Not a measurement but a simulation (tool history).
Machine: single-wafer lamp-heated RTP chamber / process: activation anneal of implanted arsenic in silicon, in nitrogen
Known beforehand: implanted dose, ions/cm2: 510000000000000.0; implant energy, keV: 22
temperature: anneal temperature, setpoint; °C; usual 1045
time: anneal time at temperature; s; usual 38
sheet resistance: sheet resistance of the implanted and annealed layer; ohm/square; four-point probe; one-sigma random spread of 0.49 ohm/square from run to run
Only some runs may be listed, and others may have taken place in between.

run    hour  temperature  time  wafers since the last listed run  wafers since the last pyrometer calibration  wafers since the reflector plate was cleaned  hours since the gauge calibration  read-back reference wafer on the same gauge, sheet resistance  sheet resistance
  1       0         1045    38                                 0                                         1629                                          6348                              400.2                                                            208            195.95
  2    26.7         1066    54                               383                                         2013                                          6732                              426.9                                                         207.92            187.86
       42.3  -- reflector plate cleaned
  3      75         1066    54                               579                                         2593                                           469                              475.2                                                         208.17             187.8
  4   116.2         1045    29                               592                                         3185                                          1062                              516.4                                                         208.11            196.99
  5   177.2         1045    29                               877                                         4062                                          1939                              577.4                                                         208.11            196.16
      203.8  -- pyrometer window cleaned and pyrometer calibrated
  6   226.4         1045    29                               592                                          324                                          2531                              626.6                                                         208.04            198.64
  7   292.8         1056    38                               954                                         1279                                          3486                                693                                                         208.05            193.32
  8   334.4         1056    38                               598                                         1877                                          4084                              734.6                                                         208.17            192.74
  9   359.8         1045    21                               365                                         2242                                          4449                                760                                                         208.02            200.94
 10   423.3         1045    21                               912                                         3155                                          5362                              823.5                                                         208.14            199.09
        454  -- reflector plate cleaned
 11   454.5         1045    21                               333                                         3488                                             7                              854.7                                                         207.97            199.12
 12   518.4         1023    56                               918                                         4407                                           926                              918.6                                                         207.94               196
      536.7  -- pyrometer window cleaned and pyrometer calibrated
 13   556.4         1045    38                               431                                          283                                          1357                              956.6                                                         207.95            197.34
 14   583.2         1045    38                               385                                          668                                          1742                              983.4                                                          208.1            195.83
 15   652.4         1045    38                               994                                         1663                                          2737                             1052.6                                                          208.1             195.3
      678.4  -- gauge calibrated
 16     694         1045    38                               598                                         2261                                          3335                               15.6                                                         208.08            194.96
 17   762.5         1045    38                               984                                         3246                                          4320                               84.1                                                         207.95            194.89
 18   832.1         1045    38                              1000                                         4247                                          5321                              153.7                                                         207.95            194.66
      858.9  -- pyrometer window cleaned and pyrometer calibrated
      869.8  -- reflector plate cleaned
 19   889.3         1045    38                               592                                          322                                           280                              210.9                                                         207.98            196.34
 20   949.9         1054    57                               871                                         1193                                          1152                              271.5                                                         207.86             189.8
 21   979.7         1056    38                               428                                         1622                                          1580                              301.3                                                          207.9            193.14
 22  1022.5         1068    22                               615                                         2237                                          2195                              344.1                                                         208.17            195.41
 23  1087.2         1031    26                               930                                         3167                                          3126                              408.8                                                         207.97            200.78
 24    1130         1020    38                               615                                         3783                                          3741                              451.6                                                         208.05            199.77
 25  1187.9         1045    45                               832                                         4615                                          4573                              509.5                                                          208.1            192.58
 26  1220.8         1045    53                               473                                         5088                                          5046                              542.4                                                         207.91            191.18
     1238.1  -- pyrometer window cleaned and pyrometer calibrated
     1251.5  -- reflector plate cleaned
 27  1254.6         1028    31                               255                                          122                                            44                              576.2                                                         208.03            200.64
 28  1295.1         1034    38                               582                                          704                                           626                              616.7                                                         208.07            198.55
 29  1340.8         1045    38                               657                                         1361                                          1283                              662.4                                                         207.94            195.27
 30  1391.2         1030    44                               724                                         2086                                          2008                              712.8                                                            208            198.16
 31  1448.8         1061    31                               828                                         2914                                          2836                              770.4                                                         208.03            194.56
 32  1492.6         1045    59                               629                                         3544                                          3466                              814.2                                                         208.03            190.58
 33  1544.6         1022    21                               747                                         4292                                          4213                              866.2                                                         208.03            203.01
     1581.5  -- pyrometer window cleaned and pyrometer calibrated
     1675.2  -- reflector plate cleaned
 34  1685.9         1074    26                              1801                                         1386                                           154                             1007.5                                                            208            194.17

4 ways to go on from here, each from the tool as it stands after run 34. What would each give?
  A  1686.3         1045    38                                 5                                         1392                                           160                             1007.9                                                              ?                 ?
  B  1686.3         1045    17                                 5                                         1392                                           160                             1007.9                                                              ?                 ?
  C  1686.3         1055    46                                 5                                         1392                                           160                             1007.9                                                              ?                 ?
  D  1686.3         1015    19                                 5                                         1392                                           160                             1007.9                                                              ?                 ?

run  read-back reference wafer on the same gauge, sheet resistance  sheet resistance
  A                                                         208.17            196.42
  B                                                         208.17            202.79
  C                                                         208.17             192.6
  D                                                         208.17            206.57
Stripped of hidden state, with their random variation kept, the same runs would have yielded:
run  sheet resistance
  A            197.08
  B            203.32
  C             193.3
  D            207.01
